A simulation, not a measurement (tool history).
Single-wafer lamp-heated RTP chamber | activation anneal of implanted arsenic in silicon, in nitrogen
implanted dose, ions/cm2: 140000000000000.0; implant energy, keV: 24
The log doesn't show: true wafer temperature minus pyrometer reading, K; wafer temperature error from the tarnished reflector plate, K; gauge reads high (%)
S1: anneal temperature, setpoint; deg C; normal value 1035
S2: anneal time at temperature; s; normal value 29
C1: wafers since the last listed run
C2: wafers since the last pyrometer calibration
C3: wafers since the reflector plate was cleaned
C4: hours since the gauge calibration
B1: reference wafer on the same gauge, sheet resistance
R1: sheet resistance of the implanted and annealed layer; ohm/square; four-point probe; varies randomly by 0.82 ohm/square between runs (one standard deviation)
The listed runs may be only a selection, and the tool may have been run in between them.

| run | hour | S1 | S2 | C1 | C2 | C3 | C4 | B1 | R1 |
|---|---|---|---|---|---|---|---|---|---|
| 1 | 0 | 1035 | 29 | 0 | 1446 | 10182 | 352.7 | 529.83 | 542.26 |
| 2 | 24 | 1047 | 29 | 317 | 1763 | 10499 | 376.7 | 529.76 | 540.68 |
| 3 | 59.5 | 1047 | 29 | 468 | 2232 | 10968 | 412.2 | 529.62 | 538.95 |
| 4 | 75.7 | 1035 | 29 | 214 | 2446 | 11182 | 428.4 | 529.76 | 540.95 |
| 5 | 122 | 1035 | 29 | 611 | 3057 | 11794 | 474.7 | 528.89 | 541.23 |
| 6 | 138.3 | 1035 | 29 | 215 | 3273 | 12009 | 491 | 528.99 | 540.24 |
| 7 | 166.9 | 1035 | 29 | 377 | 3650 | 12387 | 519.6 | 528.3 | 539.15 |
| 8 | 179.9 | 1035 | 29 | 171 | 3822 | 12558 | 532.6 | 528.5 | 539.48 |
| 9 | 201 | 1048 | 29 | 278 | 4101 | 12837 | 553.7 | 528.14 | 538.4 |
| 10 | 213.3 | 1035 | 20 | 162 | 4263 | 13000 | 566 | 528.21 | 543.59 |
| 11 | 239.7 | 1035 | 29 | 348 | 4612 | 13348 | 592.4 | 528.02 | 541.27 |
|  | 244.9 | gauge calibrated |
| 12 | 258.1 | 1035 | 29 | 243 | 4855 | 13591 | 13.2 | 533.45 | 545.98 |
|  | 274.6 | reflector plate cleaned |
|  | 282.3 | pyrometer window cleaned and pyrometer calibrated |
| 13 | 282.8 | 1035 | 29 | 118 | 6 | 6 | 37.9 | 533.39 | 546.33 |
| 14 | 311.3 | 1035 | 29 | 376 | 383 | 383 | 66.4 | 533.12 | 545.35 |
| 15 | 368.7 | 1035 | 29 | 758 | 1141 | 1141 | 123.8 | 532.75 | 544.34 |
| 16 | 399.5 | 1035 | 29 | 406 | 1548 | 1548 | 154.6 | 532.03 | 545.18 |
| 17 | 422.3 | 1035 | 29 | 301 | 1849 | 1849 | 177.4 | 532.46 | 544.5 |
| 18 | 441.6 | 1007 | 20 | 254 | 2104 | 2104 | 196.7 | 532.04 | 549.16 |
| 19 | 472.3 | 1035 | 29 | 405 | 2509 | 2509 | 227.4 | 531.66 | 542.2 |
| 20 | 500.8 | 1027 | 29 | 376 | 2886 | 2886 | 255.9 | 531.15 | 544.79 |
| 21 | 517.4 | 1035 | 29 | 219 | 3105 | 3105 | 272.5 | 531.48 | 542.01 |
| 22 | 532.5 | 1035 | 22 | 199 | 3305 | 3305 | 287.6 | 530.93 | 546.32 |
| 23 | 554.3 | 1049 | 20 | 287 | 3593 | 3593 | 309.4 | 530.64 | 543.83 |
| 24 | 582.1 | 1022 | 38 | 367 | 3960 | 3960 | 337.2 | 530.56 | 542.89 |
| 25 | 605.7 | 1011 | 19 | 311 | 4272 | 4272 | 360.8 | 530.71 | 547.57 |
| 26 | 631.3 | 1045 | 40 | 338 | 4610 | 4610 | 386.4 | 530.22 | 536.23 |
|  | 665.8 | pyrometer window cleaned and pyrometer calibrated |
| 27 | 666.3 | 1010 | 37 | 356 | 7 | 4967 | 421.4 | 529.85 | 544.08 |
| 28 | 683.5 | 1056 | 36 | 227 | 234 | 5194 | 438.6 | 529.58 | 534.65 |
| 29 | 699.7 | 1035 | 29 | 214 | 448 | 5408 | 454.8 | 529.5 | 540.73 |
| 30 | 712.4 | 1019 | 45 | 167 | 616 | 5576 | 467.5 | 529.14 | 540.99 |
| 31 | 736.9 | 1035 | 24 | 323 | 939 | 5899 | 492 | 529.28 | 541.6 |
| 32 | 763.4 | 1027 | 44 | 350 | 1289 | 6249 | 518.5 | 529.03 | 539.2 |
| 33 | 784.6 | 1015 | 24 | 280 | 1569 | 6529 | 539.7 | 528.93 | 544.95 |
| 34 | 799.8 | 1035 | 29 | 200 | 1770 | 6730 | 554.9 | 528.62 | 540.67 |
| 35 | 827 | 1035 | 29 | 359 | 2129 | 7089 | 582.1 | 528.38 | 540.34 |
| 36 | 855.5 | 1017 | 38 | 376 | 2506 | 7466 | 610.6 | 528.27 | 540.42 |
| 37 | 884.6 | 1009 | 13 | 384 | 2890 | 7850 | 639.7 | 527.63 | 547.33 |
| 38 | 905.2 | 1035 | 41 | 272 | 3163 | 8122 | 660.3 | 527.98 | 535.96 |

Selected run-to-run steps in R1, each split into two signed amounts: the part the tool would show with no hidden state at all (from settings, incoming material and random variation), and the remainder, which goes to the hidden state together with any gauge scatter not common to the measured and the hidden-state-free results:
Run 4 -> 5: settings left as they were, no log entry in between. R1 +0.28 ohm/square: hidden state -0.43, all else +0.71.
Run 11 -> 12: gauge calibrated. R1 +4.71 ohm/square: hidden state +5.9, all else -1.19.
Run 14 -> 15: settings left as they were, no log entry in between. R1 -1.01 ohm/square: hidden state -0.52, all else -0.49.
Run 25 -> 26: S1 1011 -> 1045, S2 19 -> 40. R1 -11.34 ohm/square: hidden state -0.18, all else -11.16.
Run 27 -> 28: S1 1010 -> 1056, S2 37 -> 36. R1 -9.43 ohm/square: hidden state -0.1, all else -9.33.
Run 37 -> 38: S1 1009 -> 1035, S2 13 -> 41. R1 -11.37 ohm/square: hidden state -0.08, all else -11.29.
